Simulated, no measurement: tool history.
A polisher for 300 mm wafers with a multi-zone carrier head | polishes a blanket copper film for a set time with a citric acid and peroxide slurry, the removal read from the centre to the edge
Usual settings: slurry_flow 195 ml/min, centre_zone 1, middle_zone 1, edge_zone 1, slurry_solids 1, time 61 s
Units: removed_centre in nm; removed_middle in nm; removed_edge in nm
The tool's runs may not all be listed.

run	day	slurry_flow	centre_zone	middle_zone	edge_zone	slurry_solids	time	incoming thickness of the incoming film, nm	removed_centre	removed_middle	removed_edge
1	0	195	1.07	1	1	0.9	61	527.1	163.7	152.9	158.8
# day 3.45: slurry nozzle cleaned
# day 4.496: centre zone pressure recalibrated
# day 5.058: worn pad replaced by a new one
2	7.096	195	1	1	1	1	61	517.5	154.7	152.4	159.1
3	10.146	195	1	1	1	1	61	527.1	150.1	150.3	158.2
4	21.996	195	1	1.06	1	1	61	518.6	147.3	157.3	156.3
# day 23.392: worn pad replaced by a new one
# day 23.588: centre zone pressure recalibrated
# day 23.817: slurry nozzle cleaned, repeated, since the last time left the tool worse
5	23.892	195	1	1	1	1	61	516.5	160.7	160.2	162.5
6	27.329	195	1	1	1	1	61	516.4	162.9	160.3	164.9
7	29.112	195	0.96	1	1	1	61	515.6	157.3	161.5	163.4
# day 31.238: edge zone pressure recalibrated
8	33.154	140	1	1	1	1	40	525.9	103	100.2	106.8
9	37.508	195	1	1	1	1	61	515.6	165.4	160.1	164.8
10	41.512	195	1	1	0.95	0.85	81	521.9	201.4	201.9	201.3
# day 41.954: worn pad replaced by a new one
11	44.271	195	1	1	1	1	61	515.8	159.7	159.7	162.6
# day 44.579: centre zone pressure recalibrated
# day 46.358: carrier head's membrane replaced by a new one
12	48.079	195	1	1	1	1	48	521.6	127.9	125	125.4
# day 49.579: slurry nozzle cleaned
13	50.558	195	1	1	1.06	1	61	516.2	166.8	162.2	168.6
14	54.942	195	1	0.89	1	0.85	61	511.1	157.2	141.5	154.6
15	59.254	215	1.11	1	1	1	61	515.5	181.2	163.4	167.7
# day 60.829: worn pad replaced by a new one
16	62.679	195	1	1	1	1	61	518.9	161.2	160.5	165.1
# day 64.208: centre zone pressure recalibrated
17	65.067	255	1	1	1	1	61	522.3	167.1	165.4	167.1
18	67.612	195	1	1.07	1.07	1	61	522.8	162.1	170.7	168
# day 71.042: edge zone pressure recalibrated
19	71.821	220	0.89	0.95	1	1	43	514.6	104.6	109.6	116.8
20	75.7	220	1	1.11	1	1	61	519.8	158.8	173.9	161.5

5 ways to go on from here, each from the tool as it stands after run 20. What would each give?
A	75.717	195	1	1	1	1	61	524	?	?	?
B	75.717	195	0.97	1	1.09	1.15	67	524	?	?	?
C	75.717	195	1.07	0.95	1	1.25	67	524	?	?	?
D	75.717	195	1.12	0.94	1	0.85	61	524	?	?	?
E	75.717	195	1	1	1	1	79	524	?	?	?

run	removed_centre	removed_middle	removed_edge
A	162.4	158.4	161.7
B	181.6	180.6	192.4
C	197.8	176.8	188.6
D	167.4	143.8	154.9
E	210.4	205.1	209.5
Without the tool's hidden state the same runs would have given:
run	removed_centre	removed_middle	removed_edge
A	167	162.4	164.7
B	186.7	185.1	195.9
C	203.4	181.2	192.1
D	172.1	147.4	157.7
E	216.3	210.3	213.3
